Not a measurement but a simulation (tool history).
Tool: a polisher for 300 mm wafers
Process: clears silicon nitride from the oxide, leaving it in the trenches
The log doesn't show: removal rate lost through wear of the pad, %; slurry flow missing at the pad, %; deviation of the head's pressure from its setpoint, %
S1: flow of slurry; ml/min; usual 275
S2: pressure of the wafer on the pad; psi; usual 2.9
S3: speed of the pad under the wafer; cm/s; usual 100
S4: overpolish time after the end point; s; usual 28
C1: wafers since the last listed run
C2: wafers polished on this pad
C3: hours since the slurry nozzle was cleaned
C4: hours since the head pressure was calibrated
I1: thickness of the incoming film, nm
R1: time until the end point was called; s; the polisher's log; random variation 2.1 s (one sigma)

Run 1, hour 0: usual settings; C1 0; C2 88; C3 476.7; C4 178.5; I1 115.4. Result: R1 131.6 s.
Run 2, hour 17.3: usual settings; C1 132; C2 220; C3 494; C4 195.8; I1 116.3. Result: R1 137.9 s.
Run 3, hour 46.9: usual settings; C1 225; C2 446; C3 523.6; C4 225.4; I1 115.7. Result: R1 142.4 s.
At hour 73.3: worn pad replaced by a new one.
Run 4, hour 79.6: usual settings; C1 219; C2 48; C3 556.3; C4 258.1; I1 117.5. Result: R1 139.1 s.
Run 5, hour 103.4: usual settings; C1 181; C2 229; C3 580.1; C4 281.9; I1 116.5. Result: R1 138.9 s.
Run 6, hour 131.8: usual settings; C1 216; C2 446; C3 608.5; C4 310.3; I1 113.4. Result: R1 135.4 s.
At hour 149.8: worn pad replaced by a new one.
Run 7, hour 150.3: usual settings; C1 110; C2 3; C3 627; C4 328.8; I1 113.8. Result: R1 128 s.
At hour 155.3: head pressure recalibrated.
Run 8, hour 165.9: usual settings; C1 103; C2 107; C3 642.6; C4 10.6; I1 114.5. Result: R1 134.1 s.
Run 9, hour 178.6: usual settings; C1 96; C2 204; C3 655.3; C4 23.3; I1 114.9. Result: R1 134.6 s.
Run 10, hour 202.6: usual settings but S1 195 ml/min; C1 183; C2 387; C3 679.3; C4 47.3; I1 113.9. Result: R1 140.1 s.

Run 11 comes next. What will it give?
At hour 213.7: slurry nozzle cleaned.
At hour 222.8: worn pad replaced by a new one.
Run 11, hour 227.8: usual settings but S3 68 cm/s; C1 154; C2 37; C3 14.1; C4 72.5; I1 117.3. Result: R1 ?.

Run 11 gave R1 201.2 s.
Without the tool's hidden state the same run would have given R1 199.2 s.
